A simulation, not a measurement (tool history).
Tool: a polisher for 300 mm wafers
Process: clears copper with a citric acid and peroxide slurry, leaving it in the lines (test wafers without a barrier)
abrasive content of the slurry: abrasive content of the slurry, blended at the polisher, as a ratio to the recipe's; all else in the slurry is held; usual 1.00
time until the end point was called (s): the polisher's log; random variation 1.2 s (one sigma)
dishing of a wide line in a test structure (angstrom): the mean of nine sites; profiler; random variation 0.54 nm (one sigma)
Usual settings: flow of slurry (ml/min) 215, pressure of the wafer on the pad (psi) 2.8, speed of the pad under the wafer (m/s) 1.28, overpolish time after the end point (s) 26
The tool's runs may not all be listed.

run	day	flow of slurry (ml/min)	pressure of the wafer on the pad (psi)	speed of the pad under the wafer (m/s)	abrasive content of the slurry	overpolish time after the end point (s)	incoming thickness of the incoming film, nm	time until the end point was called (s)	dishing of a wide line in a test structure (angstrom)
1	0.000	215	2.8	1.28	0.85	26	282.7	134.6	390
2	1.121	215	2.8	1.28	0.85	26	281.5	133.9	387
3	2.279	180	2.8	1.28	1.00	26	282.0	137.9	398
4	4.362	215	2.8	1.28	1.00	26	287.2	134.2	381
5	7.292	215	2.8	1.28	1.00	26	289.3	139.8	387
# day 9.879: head pressure recalibrated
# day 9.933: worn pad replaced by a new one
6	10.158	215	2.8	1.28	1.00	26	289.5	133.9	383
# day 13.021: slurry nozzle cleaned
7	13.042	215	2.8	1.28	1.00	26	279.3	119.4	415
# day 14.267: slurry blender recalibrated
8	15.179	215	2.8	1.28	1.00	26	283.0	123.0	424
9	17.554	215	2.8	1.28	1.00	26	284.1	126.4	406
10	18.833	155	3.3	1.64	1.00	37	286.3	91.9	615
11	20.638	215	2.8	1.28	1.00	26	283.0	126.6	404
12	23.512	240	2.8	1.66	1.00	26	287.3	100.2	473
13	26.450	215	2.8	1.28	1.20	26	283.7	127.4	404
14	29.317	215	2.8	1.28	1.00	33	288.9	137.9	458
# day 29.992: worn pad replaced by a new one
15	30.996	215	2.8	1.28	1.00	26	284.0	126.7	400
# day 31.796: slurry blender recalibrated
16	35.921	215	2.8	1.28	1.00	26	284.7	134.4	393
# day 37.571: head pressure recalibrated
17	38.667	190	3.4	1.28	1.25	22	289.1	116.0	402
18	40.367	215	2.3	1.28	1.15	26	285.5	163.8	342
19	42.304	215	2.8	1.28	1.00	26	281.8	141.5	371
20	43.429	215	2.8	1.42	1.00	26	290.8	133.7	408
# day 43.946: slurry nozzle cleaned
# day 46.175: worn pad replaced by a new one
21	46.292	215	3.3	1.00	0.90	26	289.7	136.4	386
22	47.975	145	2.8	1.28	1.00	26	290.5	134.0	401
# day 50.196: slurry blender recalibrated
23	50.225	215	2.8	1.28	1.00	26	289.0	125.8	421
24	52.562	170	2.8	1.28	1.00	19	282.6	130.6	315
# day 61.238: head pressure recalibrated
25	61.258	215	2.8	1.28	1.25	26	287.6	127.3	408
26	63.246	215	2.8	1.28	1.00	33	281.5	131.8	457
# day 65.338: worn pad replaced by a new one
27	65.358	215	2.8	1.28	1.00	26	285.9	127.0	406
28	66.442	240	3.8	1.68	1.10	26	280.5	69.5	591

What the log doesn't show, run by run:
deviation of the head's pressure from its setpoint, %: 0 in every run
abrasive missing from the slurry, %: 0 in every run
H1: removal rate lost through wear of the pad, %
H2: slurry flow missing at the pad, %
run	H1	H2
1	3.52	26.4
2	3.94	28
3	4.38	29.7
4	5.16	32.7
5	6.26	36.9
6	0.629	41.1
7	1.71	6.3
8	2.51	9.4
9	3.4	12.8
10	3.88	14.7
11	4.56	17.3
12	5.64	21.5
13	6.74	25.7
14	7.81	29.9
15	1.15	32.3
16	2.99	39.4
17	4.02	43.4
18	4.66	45.9
19	5.39	48.7
20	5.81	50.3
21	0.477	5.22
22	1.11	7.66
23	1.95	10.9
24	2.83	14.3
25	6.09	26.9
26	6.84	29.8
27	0.452	32.8
28	0.858	34.4
